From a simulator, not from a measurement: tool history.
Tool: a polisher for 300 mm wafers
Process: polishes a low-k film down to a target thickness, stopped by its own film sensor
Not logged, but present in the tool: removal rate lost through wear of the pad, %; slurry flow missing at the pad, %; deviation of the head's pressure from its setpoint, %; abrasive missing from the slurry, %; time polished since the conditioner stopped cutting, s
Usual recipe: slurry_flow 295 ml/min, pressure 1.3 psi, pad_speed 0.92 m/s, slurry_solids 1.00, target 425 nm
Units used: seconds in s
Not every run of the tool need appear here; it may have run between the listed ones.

run,day,slurry_flow,pressure,pad_speed,slurry_solids,target,wafers since the last listed run,wafers polished on this pad,hours since the slurry nozzle was cleaned,hours since the head pressure was calibrated,hours since the slurry blender was calibrated,hours since the conditioning disc was replaced,"incoming thickness of the incoming film, nm",seconds
1,0.000,320,1.3,0.92,1.00,425,0,1221,257.2,390.6,92.7,59.0,438.6,61.2
2,1.262,320,1.3,0.92,1.00,425,322,1543,287.5,420.9,123.0,89.3,434.3,44.3
3,1.762,295,1.4,0.92,1.00,425,127,1671,299.5,432.9,135.0,101.3,439.9,68.2
# day 1.983: worn pad replaced by a new one
4,2.667,295,1.3,0.92,1.00,425,188,174,321.2,454.6,156.7,123.0,441.5,83.5
# day 3.500: slurry blender recalibrated
5,3.521,295,1.3,0.92,1.00,425,196,371,341.7,475.1,0.5,143.5,438.9,64.0
# day 3.804: conditioning disc replaced and pad reconditioned
# day 4.183: slurry nozzle cleaned
6,4.279,295,1.6,0.92,1.00,425,161,533,2.3,493.3,18.7,11.4,439.8,52.7
7,5.696,295,1.6,0.92,1.00,425,361,894,36.3,527.3,52.7,45.4,437.4,47.8
8,6.333,295,0.9,0.70,1.00,425,162,1057,51.6,542.6,68.0,60.7,443.7,135.1
9,7.275,295,1.3,0.92,1.00,427,240,1297,74.2,565.2,90.6,83.3,441.5,68.8
10,8.746,335,1.3,0.66,1.00,430,375,1673,109.5,600.5,125.9,118.6,435.2,31.3
# day 8.962: worn pad replaced by a new one
# day 9.617: head pressure recalibrated
11,9.821,295,0.9,0.78,0.75,426,210,198,135.3,4.9,151.7,144.4,444.4,152.8
12,10.621,295,1.5,0.66,0.75,429,204,402,154.5,24.1,170.9,163.6,436.0,45.2
# day 11.308: conditioning disc replaced and pad reconditioned
13,11.362,370,1.1,0.92,0.85,427,168,570,172.3,41.9,188.7,1.3,447.3,114.6
14,12.546,230,1.0,0.92,1.00,425,302,872,200.7,70.3,217.1,29.7,439.9,94.2
# day 13.279: slurry blender recalibrated
15,13.300,295,1.3,0.92,1.00,425,171,1043,218.8,88.4,0.5,47.8,434.5,41.3
16,14.329,295,1.3,0.92,0.80,425,262,1306,243.5,113.1,25.2,72.5,437.0,59.2
17,15.488,295,1.3,0.92,1.00,425,295,1602,271.3,140.9,53.0,100.3,433.0,36.6
# day 15.850: worn pad replaced by a new one
18,16.133,295,1.3,1.00,0.90,425,122,72,286.8,156.4,68.5,115.8,444.6,91.0
19,17.062,295,1.3,0.84,1.00,425,237,309,309.1,178.7,90.8,138.1,436.3,58.8
# day 17.375: conditioning disc replaced and pad reconditioned
20,17.917,295,1.3,0.92,1.00,428,196,506,329.6,199.2,111.3,13.0,435.7,33.1
21,18.862,260,1.3,0.92,1.00,425,241,747,352.3,221.9,134.0,35.7,444.8,91.1
22,20.404,295,1.3,0.92,1.00,425,393,1141,389.3,258.9,171.0,72.7,445.0,99.1
# day 21.112: slurry nozzle cleaned
23,21.842,190,0.8,0.92,1.00,425,356,1497,17.5,293.4,205.5,107.2,438.5,109.1
# day 22.262: slurry blender recalibrated
24,23.067,295,1.0,0.62,1.00,425,291,1789,46.9,322.8,19.3,136.6,446.7,148.0
# day 23.638: worn pad replaced by a new one
25,23.867,295,1.3,0.92,1.00,425,161,58,66.1,342.0,38.5,155.8,432.4,33.0

Each row is a separate what-if for the run after 25, all from the same tool condition, not one after another. Results?
A,23.883,295,1.3,0.92,1.00,425,4,62,66.5,342.4,38.9,156.2,442.8,?
B,23.883,295,1.7,0.92,1.00,425,4,62,66.5,342.4,38.9,156.2,442.8,?
C,23.883,295,1.3,0.92,1.15,425,4,62,66.5,342.4,38.9,156.2,442.8,?
D,23.883,295,1.3,1.02,1.00,426,4,62,66.5,342.4,38.9,156.2,442.8,?

run,seconds
A,82.4
B,66.9
C,77.8
D,73.4
Take away the tool's hidden state, keep each run's random variation, and the runs would have read:
run,seconds
A,68.5
B,54.1
C,64.8
D,60.5
